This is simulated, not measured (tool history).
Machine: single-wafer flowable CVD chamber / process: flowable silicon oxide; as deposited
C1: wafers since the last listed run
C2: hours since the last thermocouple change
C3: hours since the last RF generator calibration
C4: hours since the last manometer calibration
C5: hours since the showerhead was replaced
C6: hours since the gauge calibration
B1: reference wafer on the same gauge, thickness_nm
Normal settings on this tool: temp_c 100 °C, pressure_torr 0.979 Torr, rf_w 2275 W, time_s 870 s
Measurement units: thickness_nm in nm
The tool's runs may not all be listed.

Run 1, day 0: usual settings but time_s 826 s; C1 0; C2 1580.8; C3 1590.4; C4 1193.7; C5 7366.1; C6 854.4; B1 773.32. Result: thickness_nm 618.035 nm.
Run 2, day 0.712: usual settings; C1 29; C2 1597.9; C3 1607.5; C4 1210.8; C5 7383.2; C6 871.5; B1 773.705. Result: thickness_nm 646.273 nm.
Run 3, day 1.596: usual settings; C1 36; C2 1619.1; C3 1628.7; C4 1232; C5 7404.4; C6 892.7; B1 772.958. Result: thickness_nm 649.644 nm.
Run 4, day 2.979: usual settings; C1 57; C2 1652.3; C3 1661.9; C4 1265.2; C5 7437.6; C6 925.9; B1 774.27. Result: thickness_nm 647.746 nm.
Run 5, day 4.15: usual settings but temp_c 104 °C; C1 48; C2 1680.4; C3 1690; C4 1293.3; C5 7465.7; C6 954; B1 773.794. Result: thickness_nm 554.458 nm.
At day 5.85: showerhead replaced.
Run 6, day 6.929: usual settings but temp_c 104 °C; C1 101; C2 1747.1; C3 1756.7; C4 1360; C5 25.9; C6 1020.7; B1 774.031. Result: thickness_nm 555.276 nm.
At day 7.5: capacitance manometer re-zeroed and calibrated.
Run 7, day 8.396: usual settings but temp_c 104 °C; C1 47; C2 1782.3; C3 1791.9; C4 21.5; C5 61.1; C6 1055.9; B1 774.551. Result: thickness_nm 556.973 nm.
Run 8, day 9.15: usual settings; C1 31; C2 1800.4; C3 1810; C4 39.6; C5 79.2; C6 1074; B1 774.08. Result: thickness_nm 651.71 nm.
Run 9, day 10.075: usual settings; C1 38; C2 1822.6; C3 1832.2; C4 61.8; C5 101.4; C6 1096.2; B1 773.804. Result: thickness_nm 649.44 nm.
Run 10, day 10.996: usual settings; C1 38; C2 1844.7; C3 1854.3; C4 83.9; C5 123.5; C6 1118.3; B1 773.51. Result: thickness_nm 646.914 nm.
At day 11.683: gauge calibrated.
Run 11, day 11.75: usual settings; C1 31; C2 1862.8; C3 1872.4; C4 102; C5 141.6; C6 1.6; B1 774.926. Result: thickness_nm 645.894 nm.
Run 12, day 16.008: usual settings but temp_c 90 °C, pressure_torr 0.76 Torr, time_s 1035 s; C1 176; C2 1965; C3 1974.6; C4 204.2; C5 243.8; C6 103.8; B1 774.431. Result: thickness_nm 889.855 nm.
Run 13, day 17.046: usual settings; C1 43; C2 1989.9; C3 1999.5; C4 229.1; C5 268.7; C6 128.7; B1 773.612. Result: thickness_nm 646.589 nm.
Run 14, day 19.975: usual settings but pressure_torr 1.092 Torr, time_s 789 s; C1 121; C2 2060.2; C3 2069.8; C4 299.4; C5 339; C6 199; B1 773.893. Result: thickness_nm 652.522 nm.
Run 15, day 20.804: usual settings but temp_c 93 °C, rf_w 2675 W; C1 34; C2 2080.1; C3 2089.7; C4 319.3; C5 358.9; C6 218.9; B1 774.597. Result: thickness_nm 865.787 nm.
Run 16, day 21.933: usual settings; C1 46; C2 2107.2; C3 2116.8; C4 346.4; C5 386; C6 246; B1 774.25. Result: thickness_nm 646.128 nm.
At day 22.458: thermocouple changed; heater temperature recalibrated.
Run 17, day 23.142: usual settings but temp_c 105 °C, pressure_torr 0.753 Torr, rf_w 1900 W, time_s 722 s; C1 36; C2 16.4; C3 2145.8; C4 375.4; C5 415; C6 275; B1 773.316. Result: thickness_nm 333.978 nm.
Run 18, day 23.95: usual settings but temp_c 92 °C, rf_w 2395 W; C1 33; C2 35.8; C3 2165.2; C4 394.8; C5 434.4; C6 294.4; B1 774.654. Result: thickness_nm 887.999 nm.
Run 19, day 25.108: usual settings; C1 48; C2 63.6; C3 2193; C4 422.6; C5 462.2; C6 322.2; B1 774.114. Result: thickness_nm 648.629 nm.
Run 20, day 26.208: usual settings but temp_c 107 °C, pressure_torr 0.75 Torr, rf_w 1990 W, time_s 734 s; C1 45; C2 90; C3 2219.4; C4 449; C5 488.6; C6 348.6; B1 773.486. Result: thickness_nm 318.904 nm.
At day 26.588: RF generator calibrated.
Run 21, day 27.396: usual settings but temp_c 89 °C, rf_w 2670 W; C1 35; C2 118.5; C3 19.4; C4 477.5; C5 517.1; C6 377.1; B1 775.166. Result: thickness_nm 1000.576 nm.
Run 22, day 28.258: usual settings but pressure_torr 0.862 Torr, rf_w 1940 W; C1 35; C2 139.2; C3 40.1; C4 498.2; C5 537.8; C6 397.8; B1 773.866. Result: thickness_nm 555.635 nm.
Run 23, day 29.571: usual settings but temp_c 86 °C, time_s 731 s; C1 54; C2 170.7; C3 71.6; C4 529.7; C5 569.3; C6 429.3; B1 774.067. Result: thickness_nm 904.443 nm.
Run 24, day 30.075: usual settings but temp_c 110 °C, rf_w 2675 W, time_s 966 s; C1 20; C2 182.8; C3 83.7; C4 541.8; C5 581.4; C6 441.4; B1 773.808. Result: thickness_nm 507.97 nm.
Run 25, day 31.2: usual settings but pressure_torr 1.155 Torr, time_s 722 s; C1 46; C2 209.8; C3 110.7; C4 568.8; C5 608.4; C6 468.4; B1 773.709. Result: thickness_nm 623.916 nm.
Run 26, day 32.329: usual settings; C1 46; C2 236.9; C3 137.8; C4 595.9; C5 635.5; C6 495.5; B1 773.835. Result: thickness_nm 647.623 nm.
Run 27, day 32.908: usual settings but temp_c 109 °C, pressure_torr 1.196 Torr, rf_w 2055 W; C1 24; C2 250.8; C3 151.7; C4 609.8; C5 649.4; C6 509.4; B1 773.767. Result: thickness_nm 541.681 nm.
Run 28, day 34.296: usual settings but temp_c 91 °C, pressure_torr 1.194 Torr, rf_w 1935 W, time_s 710 s; C1 57; C2 284.1; C3 185; C4 643.1; C5 682.7; C6 542.7; B1 774.382. Result: thickness_nm 854.01 nm.
Run 29, day 35.417: usual settings but temp_c 104 °C, time_s 961 s; C1 46; C2 311; C3 211.9; C4 670; C5 709.6; C6 569.6; B1 773.257. Result: thickness_nm 612.627 nm.

The tool's hidden state at each run:
wafer temperature above the value expected at the setpoint (K): 0 in every run
delivered RF power above the setpoint (%): 0 in every run
true pressure above the setpoint (%): 0 in every run
gauge reads high (%): 0 in every run
